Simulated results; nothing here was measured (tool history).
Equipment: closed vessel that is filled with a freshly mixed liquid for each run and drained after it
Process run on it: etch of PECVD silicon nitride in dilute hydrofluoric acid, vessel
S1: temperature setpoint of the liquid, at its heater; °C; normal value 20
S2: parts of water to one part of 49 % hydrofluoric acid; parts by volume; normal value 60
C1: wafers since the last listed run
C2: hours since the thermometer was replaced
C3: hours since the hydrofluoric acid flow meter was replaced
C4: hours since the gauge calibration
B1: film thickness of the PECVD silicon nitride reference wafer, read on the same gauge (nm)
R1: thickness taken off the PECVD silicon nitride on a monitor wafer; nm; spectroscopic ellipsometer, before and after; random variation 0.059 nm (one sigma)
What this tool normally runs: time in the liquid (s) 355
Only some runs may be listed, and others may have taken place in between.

Run 1, hour 0: usual settings but time in the liquid (s) 420; C1 0; C2 973.8; C3 913.6; C4 1083.5; B1 129.99. Result: R1 19.46 nm.
At hour 51.6: thermometer replaced.
Run 2, hour 58.4: usual settings but time in the liquid (s) 420; C1 3891; C2 6.8; C3 972; C4 1141.9; B1 130.01. Result: R1 19.51 nm.
At hour 99.8: hydrofluoric acid flow meter replaced.
Run 3, hour 103.1: usual settings but time in the liquid (s) 420; C1 2962; C2 51.5; C3 3.3; C4 1186.6; B1 130.03. Result: R1 19.21 nm.
Run 4, hour 164.7: usual settings but S1 22 °C, time in the liquid (s) 450; C1 4176; C2 113.1; C3 64.9; C4 1248.2; B1 130. Result: R1 23.42 nm.
Run 5, hour 291.2: usual settings; C1 8576; C2 239.6; C3 191.4; C4 1374.7; B1 130. Result: R1 16.19 nm.
Run 6, hour 315.8: usual settings; C1 1667; C2 264.2; C3 216; C4 1399.3; B1 130.01. Result: R1 16.17 nm.
Run 7, hour 371: usual settings; C1 3742; C2 319.4; C3 271.2; C4 1454.5; B1 130. Result: R1 15.99 nm.
Run 8, hour 426.6: usual settings; C1 3769; C2 375; C3 326.8; C4 1510.1; B1 129.98. Result: R1 16.02 nm.
Run 9, hour 490.4: usual settings; C1 4325; C2 438.8; C3 390.6; C4 1573.9; B1 130. Result: R1 16.03 nm.
Run 10, hour 523: usual settings but S1 23 °C, S2 85 parts by volume, time in the liquid (s) 260; C1 2210; C2 471.4; C3 423.2; C4 1606.5; B1 130. Result: R1 10.26 nm.
Run 11, hour 571.4: usual settings but time in the liquid (s) 420; C1 3281; C2 519.8; C3 471.6; C4 1654.9; B1 130. Result: R1 19.1 nm.
Run 12, hour 602.7: usual settings but S1 17 °C, S2 40 parts by volume, time in the liquid (s) 525; C1 2121; C2 551.1; C3 502.9; C4 1686.2; B1 129.99. Result: R1 28.63 nm.
At hour 618.6: hydrofluoric acid flow meter replaced, repeated, since the last time left the tool worse.
Run 13, hour 672.6: usual settings but time in the liquid (s) 280; C1 4671; C2 621; C3 54; C4 1756.1; B1 130. Result: R1 13.2 nm.
At hour 701.5: gauge calibrated.
Run 14, hour 708.1: usual settings; C1 2406; C2 656.5; C3 89.5; C4 6.6; B1 130. Result: R1 16.81 nm.
Run 15, hour 750.4: usual settings but S1 22 °C, S2 40 parts by volume, time in the liquid (s) 410; C1 2867; C2 698.8; C3 131.8; C4 48.9; B1 130. Result: R1 32.76 nm.
Run 16, hour 776.3: usual settings but S1 18.5 °C, S2 80 parts by volume, time in the liquid (s) 485; C1 1755; C2 724.7; C3 157.7; C4 74.8; B1 130.02. Result: R1 15.56 nm.
Run 17, hour 837.8: usual settings but S2 75 parts by volume; C1 4169; C2 786.2; C3 219.2; C4 136.3; B1 130.01. Result: R1 13.4 nm.
Run 18, hour 901.3: usual settings but S2 50 parts by volume, time in the liquid (s) 150; C1 4304; C2 849.7; C3 282.7; C4 199.8; B1 129.99. Result: R1 8.44 nm.
Run 19, hour 926.8: usual settings but S1 17 °C, S2 85 parts by volume, time in the liquid (s) 445; C1 1728; C2 875.2; C3 308.2; C4 225.3; B1 130.01. Result: R1 12.18 nm.
At hour 971.2: thermometer replaced.
Run 20, hour 989: usual settings; C1 4149; C2 17.8; C3 370.4; C4 287.5; B1 130.01. Result: R1 16.74 nm.
Run 21, hour 1023: usual settings but S1 22 °C, time in the liquid (s) 270; C1 2305; C2 51.8; C3 404.4; C4 321.5; B1 130.02. Result: R1 14.49 nm.
Run 22, hour 1048.3: usual settings but S1 17 °C, S2 75 parts by volume, time in the liquid (s) 520; C1 1715; C2 77.1; C3 429.7; C4 346.8; B1 130. Result: R1 15.86 nm.
Run 23, hour 1083.5: usual settings; C1 2386; C2 112.3; C3 464.9; C4 382; B1 130.01. Result: R1 16.69 nm.
Run 24, hour 1153.1: usual settings but S1 17 °C, S2 35 parts by volume; C1 4718; C2 181.9; C3 534.5; C4 451.6; B1 130. Result: R1 22.53 nm.
Run 25, hour 1204.2: usual settings but S1 23 °C; C1 3464; C2 233; C3 585.6; C4 502.7; B1 130.01. Result: R1 20.3 nm.
Run 26, hour 1274.4: usual settings but S1 17 °C, S2 80 parts by volume, time in the liquid (s) 255; C1 4759; C2 303.2; C3 655.8; C4 572.9; B1 130.02. Result: R1 7.29 nm.

Run 27 has not been measured yet. What should we expect?
Run 27, hour 1338.5: usual settings but S1 21.5 °C, S2 50 parts by volume; C1 4345; C2 367.3; C3 719.9; C4 637; B1 ?. Result: R1 ?.

{"run 27": {"B1": 130, "R1": 21.99}}
With the hidden condition absent and the run-to-run variation left alone, this run would have shown R1 22.27 nm.

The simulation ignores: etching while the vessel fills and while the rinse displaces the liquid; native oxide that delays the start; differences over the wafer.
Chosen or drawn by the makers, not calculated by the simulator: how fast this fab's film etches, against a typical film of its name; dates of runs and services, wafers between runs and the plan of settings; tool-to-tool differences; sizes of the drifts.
